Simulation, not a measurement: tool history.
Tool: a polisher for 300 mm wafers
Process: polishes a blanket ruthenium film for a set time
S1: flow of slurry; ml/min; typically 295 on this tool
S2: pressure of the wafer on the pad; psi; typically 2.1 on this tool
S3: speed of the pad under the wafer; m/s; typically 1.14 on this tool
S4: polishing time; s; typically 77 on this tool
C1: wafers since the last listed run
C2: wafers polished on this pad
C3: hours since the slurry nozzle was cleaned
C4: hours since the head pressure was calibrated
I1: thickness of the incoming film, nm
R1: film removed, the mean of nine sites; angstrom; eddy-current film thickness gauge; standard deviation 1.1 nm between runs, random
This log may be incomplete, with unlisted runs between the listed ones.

run 1 hour=0.0 | S1=295 S2=1.9 S3=1.14 S4=94 | C1=0 C2=982 C3=369.0 C4=184.8 | I1=366.4 | R1=1277
-- hour=5.4 worn pad replaced by a new one
run 2 hour=8.9 | S1=295 S2=1.9 S3=1.14 S4=94 | C1=36 C2=26 C3=377.9 C4=193.7 | I1=363.4 | R1=1286
run 3 hour=25.4 | S1=295 S2=1.9 S3=1.14 S4=94 | C1=124 C2=150 C3=394.4 C4=210.2 | I1=368.2 | R1=1283
run 4 hour=34.0 | S1=295 S2=2.1 S3=1.14 S4=56 | C1=64 C2=215 C3=403.0 C4=218.8 | I1=363.0 | R1=834
run 5 hour=42.6 | S1=295 S2=2.1 S3=1.14 S4=56 | C1=64 C2=279 C3=411.6 C4=227.4 | I1=364.2 | R1=829
run 6 hour=50.6 | S1=295 S2=2.1 S3=1.14 S4=56 | C1=60 C2=340 C3=419.6 C4=235.4 | I1=362.6 | R1=841
run 7 hour=58.7 | S1=375 S2=2.1 S3=1.14 S4=77 | C1=60 C2=401 C3=427.7 C4=243.5 | I1=372.1 | R1=1188
run 8 hour=65.6 | S1=375 S2=2.1 S3=1.14 S4=77 | C1=51 C2=453 C3=434.6 C4=250.4 | I1=376.7 | R1=1174
run 9 hour=75.4 | S1=375 S2=2.1 S3=1.14 S4=77 | C1=73 C2=526 C3=444.4 C4=260.2 | I1=372.9 | R1=1172
run 10 hour=92.4 | S1=295 S2=2.1 S3=1.14 S4=77 | C1=127 C2=654 C3=461.4 C4=277.2 | I1=369.0 | R1=1152
run 11 hour=100.3 | S1=295 S2=2.1 S3=1.14 S4=77 | C1=59 C2=714 C3=469.3 C4=285.1 | I1=371.2 | R1=1152
run 12 hour=114.1 | S1=295 S2=2.1 S3=1.14 S4=77 | C1=103 C2=818 C3=483.1 C4=298.9 | I1=377.0 | R1=1148
-- hour=124.6 worn pad replaced by a new one
run 13 hour=125.1 | S1=295 S2=2.1 S3=1.14 S4=77 | C1=52 C2=3 C3=494.1 C4=309.9 | I1=366.3 | R1=1138
run 14 hour=134.1 | S1=295 S2=2.1 S3=1.14 S4=77 | C1=67 C2=71 C3=503.1 C4=318.9 | I1=369.3 | R1=1155
run 15 hour=149.4 | S1=295 S2=2.1 S3=1.14 S4=77 | C1=115 C2=186 C3=518.4 C4=334.2 | I1=366.2 | R1=1145
run 16 hour=157.1 | S1=295 S2=2.1 S3=1.14 S4=77 | C1=57 C2=244 C3=526.1 C4=341.9 | I1=367.5 | R1=1141
run 17 hour=179.0 | S1=295 S2=2.1 S3=1.14 S4=77 | C1=164 C2=409 C3=548.0 C4=363.8 | I1=367.7 | R1=1132
run 18 hour=186.6 | S1=295 S2=2.1 S3=1.14 S4=77 | C1=57 C2=466 C3=555.6 C4=371.4 | I1=375.2 | R1=1149
-- hour=188.9 head pressure recalibrated
run 19 hour=195.2 | S1=295 S2=2.1 S3=1.14 S4=77 | C1=49 C2=516 C3=564.2 C4=6.3 | I1=376.1 | R1=1134
run 20 hour=209.9 | S1=325 S2=2.1 S3=1.14 S4=57 | C1=110 C2=626 C3=578.9 C4=21.0 | I1=371.7 | R1=847
run 21 hour=219.9 | S1=395 S2=2.4 S3=1.50 S4=77 | C1=75 C2=702 C3=588.9 C4=31.0 | I1=369.1 | R1=1726
run 22 hour=233.7 | S1=295 S2=2.4 S3=1.14 S4=85 | C1=103 C2=805 C3=602.7 C4=44.8 | I1=372.8 | R1=1413
run 23 hour=241.8 | S1=295 S2=2.1 S3=1.14 S4=77 | C1=60 C2=866 C3=610.8 C4=52.9 | I1=369.9 | R1=1143
-- hour=253.4 worn pad replaced by a new one
run 24 hour=253.9 | S1=335 S2=2.5 S3=0.92 S4=68 | C1=60 C2=3 C3=622.9 C4=65.0 | I1=369.5 | R1=972
run 25 hour=262.5 | S1=295 S2=2.1 S3=1.14 S4=77 | C1=64 C2=68 C3=631.5 C4=73.6 | I1=369.1 | R1=1130
run 26 hour=271.4 | S1=380 S2=2.1 S3=1.14 S4=101 | C1=66 C2=135 C3=640.4 C4=82.5 | I1=372.6 | R1=1504
run 27 hour=288.9 | S1=295 S2=2.1 S3=1.14 S4=77 | C1=131 C2=267 C3=657.9 C4=100.0 | I1=370.5 | R1=1105
run 28 hour=302.7 | S1=295 S2=1.9 S3=1.14 S4=94 | C1=103 C2=371 C3=671.7 C4=113.8 | I1=362.6 | R1=1213
run 29 hour=315.7 | S1=235 S2=2.1 S3=1.14 S4=103 | C1=97 C2=469 C3=684.7 C4=126.8 | I1=371.4 | R1=1404
-- hour=333.0 slurry nozzle cleaned
run 30 hour=336.5 | S1=295 S2=2.4 S3=1.14 S4=85 | C1=149 C2=618 C3=3.5 C4=147.6 | I1=365.8 | R1=1520
run 31 hour=348.3 | S1=295 S2=2.1 S3=1.14 S4=90 | C1=88 C2=706 C3=15.3 C4=159.4 | I1=371.6 | R1=1384
run 32 hour=363.2 | S1=230 S2=2.1 S3=0.84 S4=77 | C1=112 C2=819 C3=30.2 C4=174.3 | I1=367.5 | R1=857
run 33 hour=377.7 | S1=295 S2=1.4 S3=0.92 S4=62 | C1=109 C2=928 C3=44.7 C4=188.8 | I1=371.4 | R1=510
run 34 hour=389.3 | S1=350 S2=2.5 S3=1.38 S4=57 | C1=87 C2=1015 C3=56.3 C4=200.4 | I1=367.1 | R1=1270
-- hour=396.3 worn pad replaced by a new one
run 35 hour=406.5 | S1=295 S2=1.9 S3=1.14 S4=94 | C1=99 C2=76 C3=73.5 C4=217.6 | I1=366.6 | R1=1290
run 36 hour=418.5 | S1=250 S2=1.8 S3=1.14 S4=77 | C1=90 C2=167 C3=85.5 C4=229.6 | I1=372.7 | R1=991
run 37 hour=429.8 | S1=390 S2=1.8 S3=1.46 S4=65 | C1=85 C2=252 C3=96.8 C4=240.9 | I1=377.1 | R1=1111
run 38 hour=443.6 | S1=345 S2=2.1 S3=1.14 S4=96 | C1=103 C2=356 C3=110.6 C4=254.7 | I1=375.0 | R1=1506

Some steps in R1 between neighbouring runs. How much of each would the tool show without its hidden state too (settings, what came in, random variation), and how much is left for the hidden state, with any gauge scatter that isn't in both results?
Hidden state present: removal rate lost through wear of the pad, %; slurry flow missing at the pad, %; deviation of the head's pressure from its setpoint, %.
Run 20 -> 21: S1 325 -> 395, S2 2.1 -> 2.4, S3 1.14 -> 1.50, S4 57 -> 77. R1 +879 angstrom: hidden state -28, all else +907.
Run 28 -> 29: S1 295 -> 235, S2 1.9 -> 2.1, S4 94 -> 103. R1 +191 angstrom: hidden state -53, all else +244.
Run 29 -> 30: S1 235 -> 295, S2 2.1 -> 2.4, S4 103 -> 85, slurry nozzle cleaned. R1 +116 angstrom: hidden state +136, all else -20.
Run 31 -> 32: S1 295 -> 230, S3 1.14 -> 0.84, S4 90 -> 77. R1 -527 angstrom: hidden state +1, all else -528.
Run 33 -> 34: S1 295 -> 350, S2 1.4 -> 2.5, S3 0.92 -> 1.38, S4 62 -> 57. R1 +760 angstrom: hidden state -3, all else +763.
